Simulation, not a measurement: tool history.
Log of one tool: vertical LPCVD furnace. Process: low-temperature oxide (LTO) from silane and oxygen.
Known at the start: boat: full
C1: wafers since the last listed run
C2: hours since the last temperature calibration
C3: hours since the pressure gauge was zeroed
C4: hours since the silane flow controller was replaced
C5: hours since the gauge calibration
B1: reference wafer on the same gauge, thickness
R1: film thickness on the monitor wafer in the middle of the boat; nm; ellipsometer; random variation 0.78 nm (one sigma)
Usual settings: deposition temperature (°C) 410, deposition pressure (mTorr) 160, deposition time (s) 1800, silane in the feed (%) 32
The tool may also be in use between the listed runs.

{"run": 1, "hour": 0.0, "deposition temperature (°C)": 410, "deposition pressure (mTorr)": 160, "deposition time (s)": 2070, "silane in the feed (%)": 32, "C1": 0, "C2": 3601.1, "C3": 3250.6, "C4": 4834.5, "C5": 1292.7, "B1": 158.85, "R1": 200.37}
{"run": 2, "hour": 52.7, "deposition temperature (°C)": 410, "deposition pressure (mTorr)": 160, "deposition time (s)": 2070, "silane in the feed (%)": 32, "C1": 1100, "C2": 3653.8, "C3": 3303.3, "C4": 4887.2, "C5": 1345.4, "B1": 158.91, "R1": 197.97}
{"hour": 127.7, "done": "gauge calibrated"}
{"run": 3, "hour": 127.7, "deposition temperature (°C)": 410, "deposition pressure (mTorr)": 160, "deposition time (s)": 2070, "silane in the feed (%)": 32, "C1": 1566, "C2": 3728.8, "C3": 3378.3, "C4": 4962.2, "C5": 0, "B1": 159.38, "R1": 198.78}
{"run": 4, "hour": 196.9, "deposition temperature (°C)": 410, "deposition pressure (mTorr)": 160, "deposition time (s)": 1800, "silane in the feed (%)": 32, "C1": 1445, "C2": 3798, "C3": 3447.5, "C4": 5031.4, "C5": 69.2, "B1": 159.17, "R1": 173.78}
{"run": 5, "hour": 291.0, "deposition temperature (°C)": 410, "deposition pressure (mTorr)": 160, "deposition time (s)": 1380, "silane in the feed (%)": 32, "C1": 1965, "C2": 3892.1, "C3": 3541.6, "C4": 5125.5, "C5": 163.3, "B1": 159.1, "R1": 133.28}
{"run": 6, "hour": 385.9, "deposition temperature (°C)": 410, "deposition pressure (mTorr)": 160, "deposition time (s)": 1380, "silane in the feed (%)": 32, "C1": 1982, "C2": 3987, "C3": 3636.5, "C4": 5220.4, "C5": 258.2, "B1": 159.02, "R1": 133.66}
{"run": 7, "hour": 472.4, "deposition temperature (°C)": 410, "deposition pressure (mTorr)": 160, "deposition time (s)": 1380, "silane in the feed (%)": 32, "C1": 1807, "C2": 4073.5, "C3": 3723, "C4": 5306.9, "C5": 344.7, "B1": 158.95, "R1": 132.38}
{"run": 8, "hour": 558.3, "deposition temperature (°C)": 414, "deposition pressure (mTorr)": 160, "deposition time (s)": 1800, "silane in the feed (%)": 32, "C1": 1794, "C2": 4159.4, "C3": 3808.9, "C4": 5392.8, "C5": 430.6, "B1": 159.13, "R1": 179.55}
{"run": 9, "hour": 610.6, "deposition temperature (°C)": 414, "deposition pressure (mTorr)": 160, "deposition time (s)": 1800, "silane in the feed (%)": 32, "C1": 1092, "C2": 4211.7, "C3": 3861.2, "C4": 5445.1, "C5": 482.9, "B1": 159.09, "R1": 180.81}
{"hour": 676.2, "done": "thermocouples replaced and temperature profile calibrated"}
{"run": 10, "hour": 676.7, "deposition temperature (°C)": 415, "deposition pressure (mTorr)": 160, "deposition time (s)": 1800, "silane in the feed (%)": 32, "C1": 879, "C2": 0.5, "C3": 3927.3, "C4": 5511.2, "C5": 549, "B1": 159.01, "R1": 183.45}
{"run": 11, "hour": 727.0, "deposition temperature (°C)": 415, "deposition pressure (mTorr)": 160, "deposition time (s)": 1800, "silane in the feed (%)": 32, "C1": 1050, "C2": 50.8, "C3": 3977.6, "C4": 5561.5, "C5": 599.3, "B1": 158.69, "R1": 181.63}
{"run": 12, "hour": 808.2, "deposition temperature (°C)": 416, "deposition pressure (mTorr)": 160, "deposition time (s)": 1800, "silane in the feed (%)": 32, "C1": 1696, "C2": 132, "C3": 4058.8, "C4": 5642.7, "C5": 680.5, "B1": 158.98, "R1": 183.69}
{"run": 13, "hour": 879.2, "deposition temperature (°C)": 410, "deposition pressure (mTorr)": 160, "deposition time (s)": 1410, "silane in the feed (%)": 32, "C1": 1483, "C2": 203, "C3": 4129.8, "C4": 5713.7, "C5": 751.5, "B1": 158.93, "R1": 134.53}
{"run": 14, "hour": 943.3, "deposition temperature (°C)": 410, "deposition pressure (mTorr)": 160, "deposition time (s)": 1800, "silane in the feed (%)": 32, "C1": 1339, "C2": 267.1, "C3": 4193.9, "C4": 5777.8, "C5": 815.6, "B1": 158.97, "R1": 172.86}
{"run": 15, "hour": 1015.5, "deposition temperature (°C)": 410, "deposition pressure (mTorr)": 160, "deposition time (s)": 1800, "silane in the feed (%)": 32, "C1": 1508, "C2": 339.3, "C3": 4266.1, "C4": 5850, "C5": 887.8, "B1": 159.03, "R1": 171.7}
{"run": 16, "hour": 1070.9, "deposition temperature (°C)": 410, "deposition pressure (mTorr)": 160, "deposition time (s)": 1800, "silane in the feed (%)": 32, "C1": 1157, "C2": 394.7, "C3": 4321.5, "C4": 5905.4, "C5": 943.2, "B1": 158.93, "R1": 173.15}
{"run": 17, "hour": 1135.1, "deposition temperature (°C)": 419, "deposition pressure (mTorr)": 145, "deposition time (s)": 1140, "silane in the feed (%)": 34, "C1": 1341, "C2": 458.9, "C3": 4385.7, "C4": 5969.6, "C5": 1007.4, "B1": 159.16, "R1": 118.49}
{"hour": 1206.7, "done": "silane flow controller replaced"}
{"run": 18, "hour": 1207.2, "deposition temperature (°C)": 410, "deposition pressure (mTorr)": 160, "deposition time (s)": 1800, "silane in the feed (%)": 27, "C1": 1004, "C2": 531, "C3": 4457.8, "C4": 0.5, "C5": 1079.5, "B1": 159.29, "R1": 134.92}
{"run": 19, "hour": 1263.3, "deposition temperature (°C)": 410, "deposition pressure (mTorr)": 160, "deposition time (s)": 1800, "silane in the feed (%)": 32, "C1": 1171, "C2": 587.1, "C3": 4513.9, "C4": 56.6, "C5": 1135.6, "B1": 158.92, "R1": 172.37}
{"hour": 1321.7, "done": "gauge calibrated"}
{"run": 20, "hour": 1333.2, "deposition temperature (°C)": 410, "deposition pressure (mTorr)": 195, "deposition time (s)": 1290, "silane in the feed (%)": 32, "C1": 1460, "C2": 657, "C3": 4583.8, "C4": 126.5, "C5": 11.5, "B1": 159.08, "R1": 150.65}
{"run": 21, "hour": 1409.3, "deposition temperature (°C)": 410, "deposition pressure (mTorr)": 160, "deposition time (s)": 1800, "silane in the feed (%)": 32, "C1": 1589, "C2": 733.1, "C3": 4659.9, "C4": 202.6, "C5": 87.6, "B1": 158.95, "R1": 173.1}
{"run": 22, "hour": 1466.8, "deposition temperature (°C)": 410, "deposition pressure (mTorr)": 160, "deposition time (s)": 1800, "silane in the feed (%)": 32, "C1": 1201, "C2": 790.6, "C3": 4717.4, "C4": 260.1, "C5": 145.1, "B1": 158.8, "R1": 173.15}
{"hour": 1555.7, "done": "pressure gauge zeroed"}
{"run": 23, "hour": 1571.4, "deposition temperature (°C)": 410, "deposition pressure (mTorr)": 145, "deposition time (s)": 1800, "silane in the feed (%)": 32, "C1": 1683, "C2": 895.2, "C3": 15.7, "C4": 364.7, "C5": 249.7, "B1": 159.04, "R1": 155.67}
{"run": 24, "hour": 1623.2, "deposition temperature (°C)": 410, "deposition pressure (mTorr)": 175, "deposition time (s)": 2130, "silane in the feed (%)": 34, "C1": 1082, "C2": 947, "C3": 67.5, "C4": 416.5, "C5": 301.5, "B1": 158.79, "R1": 243.54}
{"run": 25, "hour": 1721.2, "deposition temperature (°C)": 410, "deposition pressure (mTorr)": 130, "deposition time (s)": 1500, "silane in the feed (%)": 32, "C1": 2047, "C2": 1045, "C3": 165.5, "C4": 514.5, "C5": 399.5, "B1": 159.06, "R1": 116.62}
{"run": 26, "hour": 1763.3, "deposition temperature (°C)": 410, "deposition pressure (mTorr)": 160, "deposition time (s)": 2370, "silane in the feed (%)": 38, "C1": 879, "C2": 1087.1, "C3": 207.6, "C4": 556.6, "C5": 441.6, "B1": 159.02, "R1": 285.6}
{"run": 27, "hour": 1837.8, "deposition temperature (°C)": 404, "deposition pressure (mTorr)": 160, "deposition time (s)": 1140, "silane in the feed (%)": 37, "C1": 1556, "C2": 1161.6, "C3": 282.1, "C4": 631.1, "C5": 516.1, "B1": 158.96, "R1": 123.68}
{"run": 28, "hour": 1891.7, "deposition temperature (°C)": 410, "deposition pressure (mTorr)": 160, "deposition time (s)": 1800, "silane in the feed (%)": 32, "C1": 1126, "C2": 1215.5, "C3": 336, "C4": 685, "C5": 570, "B1": 158.93, "R1": 174.28}
{"run": 29, "hour": 1972.2, "deposition temperature (°C)": 410, "deposition pressure (mTorr)": 135, "deposition time (s)": 2010, "silane in the feed (%)": 32, "C1": 1681, "C2": 1296, "C3": 416.5, "C4": 765.5, "C5": 650.5, "B1": 158.91, "R1": 162.78}
{"run": 30, "hour": 2017.3, "deposition temperature (°C)": 410, "deposition pressure (mTorr)": 160, "deposition time (s)": 1800, "silane in the feed (%)": 32, "C1": 942, "C2": 1341.1, "C3": 461.6, "C4": 810.6, "C5": 695.6, "B1": 159.01, "R1": 173.87}
{"run": 31, "hour": 2121.9, "deposition temperature (°C)": 399, "deposition pressure (mTorr)": 160, "deposition time (s)": 1290, "silane in the feed (%)": 32, "C1": 2185, "C2": 1445.7, "C3": 566.2, "C4": 915.2, "C5": 800.2, "B1": 158.87, "R1": 109.27}

What the log doesn't show, run by run:
true tube temperature minus thermocouple reading, K: 0 in every run
true pressure minus gauge reading, mTorr: 0 in every run
deviation of the silane flow from its setpoint, %: 0 in every run
gauge reads high (%): 0 in every run

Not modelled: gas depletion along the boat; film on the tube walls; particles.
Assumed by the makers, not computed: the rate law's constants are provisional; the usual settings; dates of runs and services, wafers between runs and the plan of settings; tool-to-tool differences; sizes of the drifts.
